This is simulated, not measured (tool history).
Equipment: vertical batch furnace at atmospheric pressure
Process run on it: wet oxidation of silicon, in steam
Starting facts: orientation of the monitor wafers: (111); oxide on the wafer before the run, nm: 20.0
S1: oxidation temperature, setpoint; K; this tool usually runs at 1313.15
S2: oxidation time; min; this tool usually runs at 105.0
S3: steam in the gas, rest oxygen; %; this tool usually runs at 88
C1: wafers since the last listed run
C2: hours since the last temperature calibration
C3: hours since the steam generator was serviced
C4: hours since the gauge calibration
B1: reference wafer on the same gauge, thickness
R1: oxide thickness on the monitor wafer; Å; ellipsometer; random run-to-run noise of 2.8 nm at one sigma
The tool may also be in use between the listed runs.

| run | hour | S1 | S2 | S3 | C1 | C2 | C3 | C4 | B1 | R1 |
|---|---|---|---|---|---|---|---|---|---|---|
| 1 | 0.0 | 1313.15 | 105.0 | 88 | 0 | 2231.0 | 537.5 | 607.6 | 682.74 | 7949.7 |
| 2 | 30.3 | 1313.15 | 105.0 | 88 | 379 | 2261.3 | 567.8 | 637.9 | 682.34 | 7867.7 |
| 3 | 46.2 | 1313.15 | 105.0 | 88 | 199 | 2277.2 | 583.7 | 653.8 | 683.30 | 7846.3 |
| 4 | 73.0 | 1313.15 | 105.0 | 88 | 336 | 2304.0 | 610.5 | 680.6 | 682.91 | 7896.2 |
| 5 | 100.0 | 1313.15 | 105.0 | 88 | 338 | 2331.0 | 637.5 | 707.6 | 683.55 | 7886.9 |
| 6 | 117.4 | 1313.15 | 105.0 | 88 | 218 | 2348.4 | 654.9 | 725.0 | 684.06 | 7866.6 |
| 7 | 138.3 | 1313.15 | 105.0 | 88 | 262 | 2369.3 | 675.8 | 745.9 | 683.14 | 7821.4 |
| 8 | 162.6 | 1313.15 | 105.0 | 92 | 304 | 2393.6 | 700.1 | 770.2 | 682.86 | 8015.7 |
| 9 | 184.8 | 1313.15 | 105.0 | 92 | 278 | 2415.8 | 722.3 | 792.4 | 682.53 | 8147.5 |
|  | 202.5 | gauge calibrated |
|  | 227.9 | thermocouples replaced and temperature profile calibrated |
| 10 | 228.4 | 1303.15 | 66.5 | 88 | 245 | 0.5 | 765.9 | 25.9 | 682.28 | 5813.7 |
| 11 | 234.3 | 1303.15 | 66.5 | 88 | 73 | 6.4 | 771.8 | 31.8 | 683.09 | 5856.7 |
| 12 | 264.9 | 1313.15 | 105.0 | 96 | 383 | 37.0 | 802.4 | 62.4 | 683.76 | 8287.8 |
| 13 | 281.3 | 1313.15 | 105.0 | 91 | 205 | 53.4 | 818.8 | 78.8 | 683.25 | 8047.2 |
| 14 | 296.4 | 1313.15 | 105.0 | 91 | 189 | 68.5 | 833.9 | 93.9 | 682.78 | 8035.3 |
| 15 | 332.0 | 1313.15 | 135.5 | 97 | 446 | 104.1 | 869.5 | 129.5 | 683.27 | 9550.6 |
| 16 | 354.0 | 1301.15 | 134.5 | 81 | 275 | 126.1 | 891.5 | 151.5 | 682.96 | 8237.2 |
| 17 | 368.5 | 1337.15 | 127.0 | 94 | 181 | 140.6 | 906.0 | 166.0 | 682.73 | 9905.0 |
| 18 | 393.9 | 1313.15 | 105.0 | 88 | 318 | 166.0 | 931.4 | 191.4 | 683.74 | 7884.4 |
| 19 | 427.4 | 1313.15 | 148.5 | 85 | 420 | 199.5 | 964.9 | 224.9 | 682.30 | 9353.2 |
| 20 | 449.6 | 1313.15 | 105.0 | 88 | 278 | 221.7 | 987.1 | 247.1 | 683.04 | 7841.4 |
| 21 | 473.0 | 1313.15 | 118.5 | 88 | 293 | 245.1 | 1010.5 | 270.5 | 682.75 | 8353.1 |
| 22 | 535.9 | 1313.15 | 105.0 | 88 | 788 | 308.0 | 1073.4 | 333.4 | 682.88 | 7851.9 |
| 23 | 552.9 | 1313.15 | 105.0 | 88 | 213 | 325.0 | 1090.4 | 350.4 | 682.29 | 7861.8 |
| 24 | 588.6 | 1329.15 | 105.0 | 88 | 447 | 360.7 | 1126.1 | 386.1 | 683.10 | 8358.1 |
|  | 615.6 | steam generator serviced |
| 25 | 616.1 | 1313.15 | 105.0 | 88 | 43 | 388.2 | 0.5 | 413.6 | 683.01 | 7849.9 |
| 26 | 635.0 | 1300.15 | 68.0 | 88 | 236 | 407.1 | 19.4 | 432.5 | 683.74 | 5849.5 |
| 27 | 728.8 | 1313.15 | 105.0 | 88 | 1176 | 500.9 | 113.2 | 526.3 | 682.61 | 7877.4 |
| 28 | 744.0 | 1313.15 | 144.5 | 84 | 190 | 516.1 | 128.4 | 541.5 | 682.89 | 9114.8 |
| 29 | 763.8 | 1299.15 | 105.0 | 83 | 248 | 535.9 | 148.2 | 561.3 | 682.63 | 7215.3 |
| 30 | 830.2 | 1292.15 | 105.0 | 83 | 832 | 602.3 | 214.6 | 627.7 | 683.68 | 7001.3 |
| 31 | 875.4 | 1313.15 | 87.0 | 97 | 566 | 647.5 | 259.8 | 672.9 | 683.69 | 7536.7 |
| 32 | 890.6 | 1304.15 | 133.5 | 88 | 190 | 662.7 | 275.0 | 688.1 | 682.89 | 8654.4 |
| 33 | 904.0 | 1291.15 | 122.0 | 93 | 168 | 676.1 | 288.4 | 701.5 | 683.30 | 8120.2 |
|  | 917.5 | gauge calibrated |
| 34 | 926.2 | 1313.15 | 105.0 | 88 | 278 | 698.3 | 310.6 | 8.7 | 683.74 | 7927.4 |
| 35 | 939.5 | 1313.15 | 105.0 | 88 | 166 | 711.6 | 323.9 | 22.0 | 683.69 | 7825.8 |
| 36 | 961.2 | 1313.15 | 141.5 | 77 | 272 | 733.3 | 345.6 | 43.7 | 683.93 | 8665.0 |
| 37 | 986.5 | 1313.15 | 105.0 | 88 | 317 | 758.6 | 370.9 | 69.0 | 683.62 | 7852.9 |

For each entry between runs, how does the tool's hidden state at the last listed run before it compare with that at the first listed run after it?
Between runs 9 and 10: gauge calibrated (hour 202.5); thermocouples replaced and temperature profile calibrated (hour 227.9)
  no hidden state differs between the two runs
Between runs 24 and 25: steam generator serviced (hour 615.6)
  no hidden state differs between the two runs
Between runs 33 and 34: gauge calibrated (hour 917.5)
  no hidden state differs between the two runs
